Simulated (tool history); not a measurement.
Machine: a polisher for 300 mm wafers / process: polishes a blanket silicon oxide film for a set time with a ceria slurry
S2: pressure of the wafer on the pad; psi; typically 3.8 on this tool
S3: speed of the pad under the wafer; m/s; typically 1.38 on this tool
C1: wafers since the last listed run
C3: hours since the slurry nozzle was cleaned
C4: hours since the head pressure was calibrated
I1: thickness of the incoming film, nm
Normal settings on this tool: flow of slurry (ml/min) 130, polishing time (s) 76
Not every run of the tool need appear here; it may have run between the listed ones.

Run 1, hour 0.0: usual settings; C1 0; wafers polished on this pad 1863; C3 332.0; C4 924.8; I1 1590.7. Result: film removed (angstrom) 5101.
Run 2, hour 15.0: usual settings; C1 146; wafers polished on this pad 2010; C3 347.0; C4 939.8; I1 1590.9. Result: film removed (angstrom) 5097.
Run 3, hour 37.2: usual settings; C1 217; wafers polished on this pad 2227; C3 369.2; C4 962.0; I1 1573.7. Result: film removed (angstrom) 5014.
At hour 74.7: worn pad replaced by a new one.
Run 4, hour 88.3: usual settings; C1 460; wafers polished on this pad 133; C3 420.3; C4 1013.1; I1 1570.2. Result: film removed (angstrom) 4966.
Run 5, hour 111.1: usual settings but polishing time (s) 64; C1 223; wafers polished on this pad 356; C3 443.1; C4 1035.9; I1 1592.5. Result: film removed (angstrom) 4013.
Run 6, hour 142.7: usual settings but polishing time (s) 64; C1 309; wafers polished on this pad 665; C3 474.7; C4 1067.5; I1 1579.4. Result: film removed (angstrom) 4072.
Run 7, hour 170.2: usual settings but polishing time (s) 64; C1 269; wafers polished on this pad 934; C3 502.2; C4 1095.0; I1 1581.2. Result: film removed (angstrom) 4070.
At hour 176.9: slurry nozzle cleaned.
Run 8, hour 191.1: usual settings but S3 1.54 m/s, polishing time (s) 62; C1 194; wafers polished on this pad 1129; C3 14.2; C4 1115.9; I1 1579.1. Result: film removed (angstrom) 4692.
Run 9, hour 217.6: usual settings but S3 1.54 m/s, polishing time (s) 62; C1 259; wafers polished on this pad 1388; C3 40.7; C4 1142.4; I1 1560.9. Result: film removed (angstrom) 4543.
Run 10, hour 246.1: usual settings but S3 1.54 m/s, polishing time (s) 62; C1 278; wafers polished on this pad 1667; C3 69.2; C4 1170.9; I1 1557.1. Result: film removed (angstrom) 4569.
Run 11, hour 276.8: usual settings but flow of slurry (ml/min) 140; C1 300; wafers polished on this pad 1967; C3 99.9; C4 1201.6; I1 1589.7. Result: film removed (angstrom) 5086.
At hour 303.2: worn pad replaced by a new one.
Run 12, hour 307.7: usual settings but flow of slurry (ml/min) 140; C1 263; wafers polished on this pad 43; C3 130.8; C4 1232.5; I1 1590.6. Result: film removed (angstrom) 5160.
Run 13, hour 341.0: usual settings but S2 3.3 psi; C1 325; wafers polished on this pad 369; C3 164.1; C4 1265.8; I1 1596.2. Result: film removed (angstrom) 4343.
Run 14, hour 375.5: usual settings but S2 3.3 psi; C1 337; wafers polished on this pad 707; C3 198.6; C4 1300.3; I1 1590.5. Result: film removed (angstrom) 4446.
Run 15, hour 407.4: usual settings; C1 312; wafers polished on this pad 1019; C3 230.5; C4 1332.2; I1 1589.7. Result: film removed (angstrom) 5046.
Run 16, hour 423.5: usual settings; C1 157; wafers polished on this pad 1176; C3 246.6; C4 1348.3; I1 1578.4. Result: film removed (angstrom) 5002.
Run 17, hour 448.5: usual settings but S3 1.80 m/s; C1 244; wafers polished on this pad 1421; C3 271.6; C4 1373.3; I1 1576.1. Result: film removed (angstrom) 6555.
Run 18, hour 471.2: usual settings but S2 2.7 psi, S3 1.14 m/s, polishing time (s) 96; C1 222; wafers polished on this pad 1643; C3 294.3; C4 1396.0; I1 1574.0. Result: film removed (angstrom) 3738.
Run 19, hour 488.5: usual settings but flow of slurry (ml/min) 145, S2 4.4 psi, S3 1.80 m/s; C1 169; wafers polished on this pad 1812; C3 311.6; C4 1413.3; I1 1599.0. Result: film removed (angstrom) 7796.
Run 20, hour 513.8: usual settings but S3 1.54 m/s, polishing time (s) 62; C1 247; wafers polished on this pad 2060; C3 336.9; C4 1438.6; I1 1556.7. Result: film removed (angstrom) 4528.
Run 21, hour 546.7: usual settings but S3 1.24 m/s; C1 321; wafers polished on this pad 2382; C3 369.8; C4 1471.5; I1 1565.9. Result: film removed (angstrom) 4406.
Run 22, hour 573.0: usual settings but flow of slurry (ml/min) 115, S2 4.4 psi, polishing time (s) 50; C1 257; wafers polished on this pad 2639; C3 396.1; C4 1497.8; I1 1579.2. Result: film removed (angstrom) 3604.
At hour 594.4: worn pad replaced by a new one.
At hour 652.0: head pressure recalibrated.
Run 23, hour 672.7: usual settings but S2 4.2 psi, polishing time (s) 56; C1 916; wafers polished on this pad 746; C3 495.8; C4 20.7; I1 1569.0. Result: film removed (angstrom) 4613.
At hour 687.1: slurry nozzle cleaned.
Run 24, hour 705.2: usual settings but S3 1.78 m/s; C1 308; wafers polished on this pad 1055; C3 18.1; C4 53.2; I1 1604.2. Result: film removed (angstrom) 7352.
Run 25, hour 733.5: usual settings but flow of slurry (ml/min) 165, S2 4.9 psi, S3 1.06 m/s, polishing time (s) 50; C1 276; wafers polished on this pad 1331; C3 46.4; C4 81.5; I1 1578.4. Result: film removed (angstrom) 3867.
Run 26, hour 765.6: usual settings but flow of slurry (ml/min) 150, S2 4.5 psi; C1 314; wafers polished on this pad 1646; C3 78.5; C4 113.6; I1 1579.9. Result: film removed (angstrom) 6989.
Run 27, hour 788.4: usual settings; C1 223; wafers polished on this pad 1869; C3 101.3; C4 136.4; I1 1592.0. Result: film removed (angstrom) 5820.
Run 28, hour 821.7: usual settings but flow of slurry (ml/min) 155; C1 325; wafers polished on this pad 2194; C3 134.6; C4 169.7; I1 1599.7. Result: film removed (angstrom) 5784.
At hour 840.1: worn pad replaced by a new one.
Run 29, hour 840.6: usual settings; C1 145; wafers polished on this pad 4; C3 153.5; C4 188.6; I1 1571.5. Result: film removed (angstrom) 5702.
Run 30, hour 869.8: usual settings but S2 3.2 psi; C1 285; wafers polished on this pad 290; C3 182.7; C4 217.8; I1 1561.7. Result: film removed (angstrom) 4797.
Run 31, hour 893.7: usual settings but flow of slurry (ml/min) 110, S2 2.8 psi, S3 1.24 m/s; C1 233; wafers polished on this pad 524; C3 206.6; C4 241.7; I1 1583.4. Result: film removed (angstrom) 3632.
Run 32, hour 914.4: usual settings; C1 202; wafers polished on this pad 727; C3 227.3; C4 262.4; I1 1596.4. Result: film removed (angstrom) 5590.
Run 33, hour 939.3: usual settings but S2 4.9 psi, polishing time (s) 69; C1 243; wafers polished on this pad 970; C3 252.2; C4 287.3; I1 1598.0. Result: film removed (angstrom) 6363.
Run 34, hour 954.8: usual settings; C1 151; wafers polished on this pad 1122; C3 267.7; C4 302.8; I1 1588.7. Result: film removed (angstrom) 5479.
Run 35, hour 975.8: usual settings but flow of slurry (ml/min) 105, S3 0.90 m/s; C1 205; wafers polished on this pad 1327; C3 288.7; C4 323.8; I1 1557.8. Result: film removed (angstrom) 3527.
Run 36, hour 1005.9: usual settings but S2 4.9 psi; C1 294; wafers polished on this pad 1622; C3 318.8; C4 353.9; I1 1605.1. Result: film removed (angstrom) 6893.
Run 37, hour 1023.2: usual settings but S2 2.5 psi; C1 169; wafers polished on this pad 1791; C3 336.1; C4 371.2; I1 1571.4. Result: film removed (angstrom) 3587.
Run 38, hour 1054.1: usual settings but flow of slurry (ml/min) 95, S2 5.0 psi; C1 302; wafers polished on this pad 2093; C3 367.0; C4 402.1; I1 1594.2. Result: film removed (angstrom) 6741.

Entry by entry between the runs, the difference in hidden state between the last listed run before and the first listed run after:
Runs 3 to 4: worn pad replaced by a new one (hour 74.7)
  slurry flow missing at the pad, %: 15.9 -> 20.4; deviation of the head's pressure from its setpoint, %: -12.4 -> -12.6
  difference, measured minus the result without the unlogged condition, film removed (angstrom): -825 -> -875
Runs 7 to 8: slurry nozzle cleaned (hour 176.9)
  slurry flow missing at the pad, %: 28.8 -> 0.781; deviation of the head's pressure from its setpoint, %: -12.8 -> -12.9
  difference, measured minus the result without the unlogged condition, film removed (angstrom): -809 -> -670
Runs 11 to 12: worn pad replaced by a new one (hour 303.2)
  slurry flow missing at the pad, %: 1.87 -> 2.67
  difference, measured minus the result without the unlogged condition, film removed (angstrom): -747 -> -768
Runs 22 to 23: worn pad replaced by a new one (hour 594.4); head pressure recalibrated (hour 652.0)
  slurry flow missing at the pad, %: 18.3 -> 28.2; deviation of the head's pressure from its setpoint, %: -13.5 -> 1.58
  difference, measured minus the result without the unlogged condition, film removed (angstrom): -670 -> -155
Runs 23 to 24: slurry nozzle cleaned (hour 687.1)
  slurry flow missing at the pad, %: 28.2 -> 2.89; deviation of the head's pressure from its setpoint, %: 1.58 -> 0.758
  difference, measured minus the result without the unlogged condition, film removed (angstrom): -155 -> +24
Runs 28 to 29: worn pad replaced by a new one (hour 840.1)
  slurry flow missing at the pad, %: 4.87 -> 5.48; deviation of the head's pressure from its setpoint, %: -1.77 -> -2.12
  difference, measured minus the result without the unlogged condition, film removed (angstrom): -137 -> -165
